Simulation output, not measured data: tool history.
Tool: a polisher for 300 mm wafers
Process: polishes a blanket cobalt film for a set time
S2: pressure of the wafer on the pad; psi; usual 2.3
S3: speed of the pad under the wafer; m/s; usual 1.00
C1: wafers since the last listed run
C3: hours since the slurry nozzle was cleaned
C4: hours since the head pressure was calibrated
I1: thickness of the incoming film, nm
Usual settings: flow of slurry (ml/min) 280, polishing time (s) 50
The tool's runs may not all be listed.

{"run": 1, "day": 0.0, "flow of slurry (ml/min)": 245, "S2": 2.3, "S3": 1.0, "polishing time (s)": 50, "C1": 0, "wafers polished on this pad": 958, "C3": 514.9, "C4": 337.5, "I1": 1121.7, "film removed (angstrom)": 2437}
{"day": 0.383, "done": "worn pad replaced by a new one"}
{"run": 2, "day": 0.688, "flow of slurry (ml/min)": 245, "S2": 2.3, "S3": 1.0, "polishing time (s)": 50, "C1": 104, "wafers polished on this pad": 60, "C3": 531.4, "C4": 354.0, "I1": 1107.2, "film removed (angstrom)": 2573}
{"run": 3, "day": 0.946, "flow of slurry (ml/min)": 245, "S2": 2.3, "S3": 1.0, "polishing time (s)": 50, "C1": 51, "wafers polished on this pad": 112, "C3": 537.6, "C4": 360.2, "I1": 1116.1, "film removed (angstrom)": 2558}
{"run": 4, "day": 1.392, "flow of slurry (ml/min)": 345, "S2": 2.3, "S3": 1.0, "polishing time (s)": 63, "C1": 89, "wafers polished on this pad": 201, "C3": 548.3, "C4": 370.9, "I1": 1122.8, "film removed (angstrom)": 3344}
{"run": 5, "day": 1.696, "flow of slurry (ml/min)": 345, "S2": 2.3, "S3": 1.0, "polishing time (s)": 63, "C1": 60, "wafers polished on this pad": 262, "C3": 555.6, "C4": 378.2, "I1": 1110.2, "film removed (angstrom)": 3366}
{"run": 6, "day": 2.271, "flow of slurry (ml/min)": 280, "S2": 2.3, "S3": 1.0, "polishing time (s)": 50, "C1": 115, "wafers polished on this pad": 377, "C3": 569.4, "C4": 392.0, "I1": 1101.1, "film removed (angstrom)": 2534}
{"run": 7, "day": 3.012, "flow of slurry (ml/min)": 280, "S2": 2.3, "S3": 1.0, "polishing time (s)": 50, "C1": 148, "wafers polished on this pad": 526, "C3": 587.2, "C4": 409.8, "I1": 1127.6, "film removed (angstrom)": 2559}
{"day": 3.183, "done": "head pressure recalibrated"}
{"run": 8, "day": 3.288, "flow of slurry (ml/min)": 280, "S2": 2.3, "S3": 1.0, "polishing time (s)": 50, "C1": 38, "wafers polished on this pad": 564, "C3": 593.8, "C4": 2.5, "I1": 1112.8, "film removed (angstrom)": 2549}
{"run": 9, "day": 3.554, "flow of slurry (ml/min)": 280, "S2": 2.3, "S3": 1.0, "polishing time (s)": 50, "C1": 53, "wafers polished on this pad": 618, "C3": 600.2, "C4": 8.9, "I1": 1115.3, "film removed (angstrom)": 2543}
{"run": 10, "day": 4.188, "flow of slurry (ml/min)": 280, "S2": 2.3, "S3": 1.0, "polishing time (s)": 50, "C1": 126, "wafers polished on this pad": 744, "C3": 615.4, "C4": 24.1, "I1": 1096.5, "film removed (angstrom)": 2497}
{"run": 11, "day": 4.929, "flow of slurry (ml/min)": 280, "S2": 2.3, "S3": 1.0, "polishing time (s)": 50, "C1": 148, "wafers polished on this pad": 893, "C3": 633.2, "C4": 41.9, "I1": 1093.5, "film removed (angstrom)": 2443}
{"day": 5.508, "done": "worn pad replaced by a new one"}
{"run": 12, "day": 5.529, "flow of slurry (ml/min)": 280, "S2": 2.3, "S3": 1.0, "polishing time (s)": 50, "C1": 86, "wafers polished on this pad": 4, "C3": 647.6, "C4": 56.3, "I1": 1089.4, "film removed (angstrom)": 2584}
{"run": 13, "day": 6.183, "flow of slurry (ml/min)": 280, "S2": 2.3, "S3": 1.0, "polishing time (s)": 50, "C1": 130, "wafers polished on this pad": 135, "C3": 663.3, "C4": 72.0, "I1": 1104.1, "film removed (angstrom)": 2581}
{"run": 14, "day": 6.721, "flow of slurry (ml/min)": 280, "S2": 2.3, "S3": 0.82, "polishing time (s)": 39, "C1": 107, "wafers polished on this pad": 243, "C3": 676.2, "C4": 84.9, "I1": 1105.9, "film removed (angstrom)": 1763}
{"run": 15, "day": 7.3, "flow of slurry (ml/min)": 210, "S2": 2.3, "S3": 1.36, "polishing time (s)": 68, "C1": 115, "wafers polished on this pad": 358, "C3": 690.1, "C4": 98.8, "I1": 1095.6, "film removed (angstrom)": 4283}
{"run": 16, "day": 7.775, "flow of slurry (ml/min)": 240, "S2": 2.3, "S3": 0.74, "polishing time (s)": 65, "C1": 95, "wafers polished on this pad": 454, "C3": 701.5, "C4": 110.2, "I1": 1131.5, "film removed (angstrom)": 2680}
{"run": 17, "day": 8.221, "flow of slurry (ml/min)": 185, "S2": 2.9, "S3": 1.12, "polishing time (s)": 50, "C1": 89, "wafers polished on this pad": 543, "C3": 712.2, "C4": 120.9, "I1": 1117.5, "film removed (angstrom)": 3260}
{"run": 18, "day": 8.921, "flow of slurry (ml/min)": 225, "S2": 2.3, "S3": 1.0, "polishing time (s)": 50, "C1": 140, "wafers polished on this pad": 683, "C3": 729.0, "C4": 137.7, "I1": 1107.9, "film removed (angstrom)": 2493}
{"day": 9.317, "done": "slurry nozzle cleaned"}
{"run": 19, "day": 9.479, "flow of slurry (ml/min)": 240, "S2": 2.1, "S3": 1.0, "polishing time (s)": 39, "C1": 103, "wafers polished on this pad": 786, "C3": 3.9, "C4": 151.1, "I1": 1108.5, "film removed (angstrom)": 1758}
{"run": 20, "day": 9.771, "flow of slurry (ml/min)": 280, "S2": 1.9, "S3": 1.0, "polishing time (s)": 50, "C1": 58, "wafers polished on this pad": 845, "C3": 10.9, "C4": 158.1, "I1": 1097.0, "film removed (angstrom)": 2046}
{"run": 21, "day": 10.238, "flow of slurry (ml/min)": 280, "S2": 2.3, "S3": 1.1, "polishing time (s)": 50, "C1": 93, "wafers polished on this pad": 938, "C3": 22.1, "C4": 169.3, "I1": 1115.7, "film removed (angstrom)": 2644}
{"run": 22, "day": 10.75, "flow of slurry (ml/min)": 345, "S2": 2.7, "S3": 1.12, "polishing time (s)": 50, "C1": 102, "wafers polished on this pad": 1041, "C3": 34.4, "C4": 181.6, "I1": 1111.2, "film removed (angstrom)": 3148}
{"day": 11.204, "done": "worn pad replaced by a new one"}
{"run": 23, "day": 11.471, "flow of slurry (ml/min)": 280, "S2": 2.3, "S3": 1.0, "polishing time (s)": 50, "C1": 110, "wafers polished on this pad": 53, "C3": 51.7, "C4": 198.9, "I1": 1118.5, "film removed (angstrom)": 2608}
{"run": 24, "day": 11.958, "flow of slurry (ml/min)": 280, "S2": 2.3, "S3": 1.0, "polishing time (s)": 50, "C1": 97, "wafers polished on this pad": 151, "C3": 63.4, "C4": 210.6, "I1": 1109.7, "film removed (angstrom)": 2607}
{"run": 25, "day": 12.221, "flow of slurry (ml/min)": 280, "S2": 2.3, "S3": 0.86, "polishing time (s)": 50, "C1": 52, "wafers polished on this pad": 203, "C3": 69.7, "C4": 216.9, "I1": 1104.4, "film removed (angstrom)": 2334}
{"run": 26, "day": 12.617, "flow of slurry (ml/min)": 205, "S2": 2.6, "S3": 1.34, "polishing time (s)": 59, "C1": 79, "wafers polished on this pad": 282, "C3": 79.2, "C4": 226.4, "I1": 1129.1, "film removed (angstrom)": 4134}
{"run": 27, "day": 12.996, "flow of slurry (ml/min)": 220, "S2": 2.3, "S3": 0.66, "polishing time (s)": 50, "C1": 75, "wafers polished on this pad": 358, "C3": 88.3, "C4": 235.5, "I1": 1104.3, "film removed (angstrom)": 1933}
{"run": 28, "day": 13.321, "flow of slurry (ml/min)": 355, "S2": 1.6, "S3": 1.0, "polishing time (s)": 56, "C1": 65, "wafers polished on this pad": 423, "C3": 96.1, "C4": 243.3, "I1": 1106.2, "film removed (angstrom)": 2066}
{"run": 29, "day": 14.046, "flow of slurry (ml/min)": 330, "S2": 2.6, "S3": 1.36, "polishing time (s)": 36, "C1": 145, "wafers polished on this pad": 569, "C3": 113.5, "C4": 260.7, "I1": 1115.6, "film removed (angstrom)": 2621}
{"run": 30, "day": 14.6, "flow of slurry (ml/min)": 280, "S2": 2.3, "S3": 1.26, "polishing time (s)": 50, "C1": 110, "wafers polished on this pad": 680, "C3": 126.8, "C4": 274.0, "I1": 1105.7, "film removed (angstrom)": 3035}
{"run": 31, "day": 15.071, "flow of slurry (ml/min)": 280, "S2": 2.3, "S3": 1.0, "polishing time (s)": 50, "C1": 94, "wafers polished on this pad": 774, "C3": 138.1, "C4": 285.3, "I1": 1102.8, "film removed (angstrom)": 2484}
{"run": 32, "day": 15.542, "flow of slurry (ml/min)": 280, "S2": 2.3, "S3": 1.0, "polishing time (s)": 50, "C1": 94, "wafers polished on this pad": 868, "C3": 149.4, "C4": 296.6, "I1": 1117.7, "film removed (angstrom)": 2473}
{"run": 33, "day": 16.079, "flow of slurry (ml/min)": 280, "S2": 2.3, "S3": 1.3, "polishing time (s)": 50, "C1": 107, "wafers polished on this pad": 976, "C3": 162.3, "C4": 309.5, "I1": 1120.7, "film removed (angstrom)": 2981}
{"day": 17.188, "done": "worn pad replaced by a new one"}
{"run": 34, "day": 17.404, "flow of slurry (ml/min)": 315, "S2": 2.3, "S3": 1.0, "polishing time (s)": 50, "C1": 231, "wafers polished on this pad": 43, "C3": 194.1, "C4": 341.3, "I1": 1102.0, "film removed (angstrom)": 2629}
{"run": 35, "day": 17.704, "flow of slurry (ml/min)": 280, "S2": 2.3, "S3": 1.2, "polishing time (s)": 50, "C1": 60, "wafers polished on this pad": 103, "C3": 201.3, "C4": 348.5, "I1": 1102.8, "film removed (angstrom)": 2985}
{"run": 36, "day": 18.117, "flow of slurry (ml/min)": 280, "S2": 2.3, "S3": 1.0, "polishing time (s)": 58, "C1": 82, "wafers polished on this pad": 185, "C3": 211.2, "C4": 358.4, "I1": 1106.8, "film removed (angstrom)": 3027}
{"run": 37, "day": 18.808, "flow of slurry (ml/min)": 280, "S2": 1.5, "S3": 1.0, "polishing time (s)": 66, "C1": 138, "wafers polished on this pad": 324, "C3": 227.8, "C4": 375.0, "I1": 1116.7, "film removed (angstrom)": 2206}
{"run": 38, "day": 19.117, "flow of slurry (ml/min)": 280, "S2": 1.9, "S3": 1.0, "polishing time (s)": 38, "C1": 61, "wafers polished on this pad": 386, "C3": 235.2, "C4": 382.4, "I1": 1114.4, "film removed (angstrom)": 1653}

3 ways to go on from here, each from the tool as it stands after run 38. What would each give?
{"run": "A", "day": 19.133, "flow of slurry (ml/min)": 280, "S2": 2.3, "S3": 1.34, "polishing time (s)": 50, "C1": 3, "wafers polished on this pad": 389, "C3": 235.6, "C4": 382.8, "I1": 1122.7, "film removed (angstrom)": "?"}
{"run": "B", "day": 19.133, "flow of slurry (ml/min)": 280, "S2": 3.0, "S3": 1.26, "polishing time (s)": 45, "C1": 3, "wafers polished on this pad": 389, "C3": 235.6, "C4": 382.8, "I1": 1122.7, "film removed (angstrom)": "?"}
{"run": "C", "day": 19.133, "flow of slurry (ml/min)": 280, "S2": 1.9, "S3": 1.24, "polishing time (s)": 58, "C1": 3, "wafers polished on this pad": 389, "C3": 235.6, "C4": 382.8, "I1": 1122.7, "film removed (angstrom)": "?"}

run=A film_removed_(angstrom)=3219
run=B film_removed_(angstrom)=3606
run=C film_removed_(angstrom)=2908
Without the tool's hidden state the same runs would have given:
run=A film_removed_(angstrom)=3262
run=B film_removed_(angstrom)=3654
run=C film_removed_(angstrom)=2947
